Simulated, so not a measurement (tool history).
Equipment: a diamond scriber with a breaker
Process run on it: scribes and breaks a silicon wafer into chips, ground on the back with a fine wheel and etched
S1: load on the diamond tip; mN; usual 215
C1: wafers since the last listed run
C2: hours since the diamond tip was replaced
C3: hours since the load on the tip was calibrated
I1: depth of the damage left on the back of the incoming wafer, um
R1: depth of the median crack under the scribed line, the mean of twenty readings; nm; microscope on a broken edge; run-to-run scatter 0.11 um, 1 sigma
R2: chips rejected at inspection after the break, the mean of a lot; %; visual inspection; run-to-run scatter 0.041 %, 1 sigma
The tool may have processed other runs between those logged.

run     day   S1  C1      C2      C3    I1     R1     R2
  1       0  215   0   927.2  1524.6  0.63   9110   4.35
  2   0.604  215  46   941.7  1539.1  0.49   9480   4.09
  3   1.162  215  43   955.1  1552.5  0.39   9310   4.22
  4   1.833  181  51   971.2  1568.6  0.65   7690   11.1
  5   2.492  181  50     987  1584.4  0.44   7690  14.47
  6   3.096  181  46  1001.5  1598.9  0.54   7680  13.06
  7   3.421  249  25  1009.3  1606.7  0.59  10780   0.74
  8   3.967  261  42  1022.4  1619.8  0.46  11340   0.51
  9   4.258  261  22  1029.4  1626.8  0.54  11210    0.6
 10    4.65  261  30  1038.8  1636.2  0.63  11210   0.56
 11   5.088  233  33  1049.3  1646.7  0.53  10090    1.5
 12    5.75  233  51  1065.2  1662.6  0.75  10170    1.6
 13   6.088  233  26  1073.3  1670.7  0.39  10050   1.65
      6.396  -- diamond tip replaced by a new one
 14   6.479  215  23       2  1680.1  0.51  10880   0.55
 15    6.75  215  20     8.5  1686.6  0.74  11010   0.54
 16   7.304  215  42    21.8  1699.9  0.57  10990   0.61
 17   7.604  215  23      29  1707.1  0.55  10920   0.61
 18   8.296  215  53    45.6  1723.7  0.45  11020   0.74
 19   8.717  215  32    55.7  1733.8  0.72  10720   0.66
 20       9  215  21    62.5  1740.6  0.49  10850   0.69
 21   9.296  255  22    69.6  1747.7  0.44  12840   1.91
 22   9.925  185  48    84.7  1762.8   0.5   8970   4.73
 23  10.588  215  51   100.6  1778.7  0.73  10710   0.83
 24  11.146  266  43     114  1792.1  0.79  12760   2.32
 25  11.858  253  55   131.1  1809.2   0.7  12240   1.09
     11.967  -- load on the tip recalibrated
 26  12.479  215  41     146    12.3  0.64  10440   1.01
 27  12.908  215  33   156.3    22.6  0.66  10500   1.27
 28  13.204  232  22   163.4    29.7  0.79  11070   0.58
 29  13.942  239  56   181.1    47.4   0.7  11480   0.56
 30  14.579  215  49   196.4    62.7   0.6  10230   1.51
 31  14.975  174  30   205.9    72.2   0.6   8080   9.13
 32  15.708  215  56   223.5    89.8   0.7  10170   1.74
 33  16.062  159  27     232    98.3  0.45   7110  17.87
 34  16.733  215  51   248.1   114.4  0.52  10050   1.82
 35  17.471  164  56   265.8   132.1  0.75   7320  17.91
 36    18.1  199  48   280.9   147.2  0.74   9250   4.45
 37  18.733  233  48   296.1   162.4  0.56  10950   0.77
 38  19.292  190  43   309.5   175.8  0.45   8600   7.33
 39  19.879  267  45   323.6   189.9  0.67  12100   1.22
 40  20.321  196  34   334.2   200.5  0.77   8920   5.63
 41  20.954  215  48   349.4   215.7   0.7   9750   2.15
 42  21.475  195  40   361.9   228.2  0.71   8730   6.68
 43  22.017  215  41   374.9   241.2   0.3   9740   2.54

3 ways to go on from here, each from the tool as it stands after run 43. What would each give?
  A  22.042  242   1  375.5  241.8  0.57   ?   ?
  B  22.042  155   1  375.5  241.8  0.57   ?   ?
  C  22.042  192   1  375.5  241.8  0.57   ?   ?

run     R1     R2
  A  10790    0.6
  B   6490  24.29
  C   8450   7.32
With no hidden state in the tool, these same runs would have given:
run     R1     R2
  A  12510   1.91
  B   7530  13.83
  C   9800   1.97
